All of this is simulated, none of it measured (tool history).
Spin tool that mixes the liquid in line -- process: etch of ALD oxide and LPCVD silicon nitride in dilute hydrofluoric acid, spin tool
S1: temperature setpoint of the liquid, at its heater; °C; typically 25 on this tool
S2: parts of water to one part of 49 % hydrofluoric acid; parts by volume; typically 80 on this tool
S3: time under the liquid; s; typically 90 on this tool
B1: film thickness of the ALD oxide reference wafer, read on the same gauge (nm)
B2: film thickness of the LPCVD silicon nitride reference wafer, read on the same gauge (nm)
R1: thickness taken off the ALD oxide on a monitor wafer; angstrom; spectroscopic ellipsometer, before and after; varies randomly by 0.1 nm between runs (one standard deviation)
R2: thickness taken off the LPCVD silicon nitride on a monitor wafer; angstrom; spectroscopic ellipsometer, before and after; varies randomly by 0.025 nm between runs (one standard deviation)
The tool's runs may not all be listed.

run 1 hour=0 | S1=25 S2=80 S3=90 | B1=30.02 B2=49.998 | R1=120 R2=6.62
run 2 hour=21.6 | S1=25 S2=80 S3=90 | B1=30.04 B2=49.993 | R1=119.4 R2=6.36
run 3 hour=56.9 | S1=25 S2=55 S3=90 | B1=29.97 B2=50.017 | R1=181.6 R2=9.51
run 4 hour=70.9 | S1=25 S2=55 S3=90 | B1=30.02 B2=49.992 | R1=179.6 R2=8.93
run 5 hour=86.9 | S1=25 S2=60 S3=90 | B1=29.95 B2=49.99 | R1=161.5 R2=8.81
-- hour=108.3 hydrofluoric acid flow meter replaced
run 6 hour=116.8 | S1=25 S2=60 S3=90 | B1=29.98 B2=49.998 | R1=162.4 R2=8.57
run 7 hour=143 | S1=25 S2=60 S3=90 | B1=29.98 B2=49.993 | R1=162 R2=9.17
-- hour=156.3 gauge calibrated
run 8 hour=166.3 | S1=28.5 S2=80 S3=65 | B1=30 B2=49.987 | R1=98.2 R2=5.92
run 9 hour=183.7 | S1=29.5 S2=80 S3=90 | B1=29.99 B2=50.013 | R1=143.2 R2=8.43
run 10 hour=200 | S1=25 S2=45 S3=90 | B1=30.01 B2=49.983 | R1=224.9 R2=11.73
run 11 hour=216.2 | S1=25 S2=65 S3=70 | B1=29.97 B2=49.994 | R1=116.1 R2=6.35
run 12 hour=239 | S1=25 S2=50 S3=45 | B1=30 B2=50.018 | R1=100.2 R2=4.9
run 13 hour=262.6 | S1=28 S2=100 S3=105 | B1=29.97 B2=49.981 | R1=120.4 R2=7.26
run 14 hour=284.5 | S1=25 S2=95 S3=90 | B1=30.03 B2=50.029 | R1=98.8 R2=5.64
run 15 hour=310.7 | S1=29 S2=80 S3=55 | B1=30.02 B2=50.016 | R1=85.2 R2=4.97
run 16 hour=335.6 | S1=25 S2=100 S3=45 | B1=30 B2=50.001 | R1=46.9 R2=2.53
run 17 hour=370.5 | S1=26.5 S2=100 S3=90 | B1=30.04 B2=49.996 | R1=98.9 R2=5.88
run 18 hour=395.4 | S1=27.5 S2=80 S3=110 | B1=29.99 B2=49.982 | R1=160.5 R2=9.64
-- hour=398.1 thermometer replaced
run 19 hour=409.2 | S1=25 S2=80 S3=90 | B1=30.03 B2=49.998 | R1=118.8 R2=6.61
run 20 hour=443.4 | S1=25 S2=80 S3=90 | B1=29.98 B2=50.001 | R1=119.9 R2=6.19
run 21 hour=472.9 | S1=28 S2=70 S3=110 | B1=30.01 B2=50.017 | R1=189.1 R2=12.01
run 22 hour=496.3 | S1=25 S2=95 S3=130 | B1=29.99 B2=49.996 | R1=144.9 R2=8.39
run 23 hour=509.7 | S1=21.5 S2=65 S3=90 | B1=30.01 B2=50.01 | R1=130.6 R2=6.44
run 24 hour=568.3 | S1=25 S2=80 S3=90 | B1=29.97 B2=50.025 | R1=118.4 R2=6.81
run 25 hour=587.3 | S1=29 S2=50 S3=90 | B1=29.99 B2=50.004 | R1=232.3 R2=14.45

Exercise: give the hidden state of the tool at every run:
liquid colder than its thermometer reads (K): 0 on each run
hydrofluoric acid flow below the setpoint (%): 0 on each run
gauge reads high (%): 0 on each run
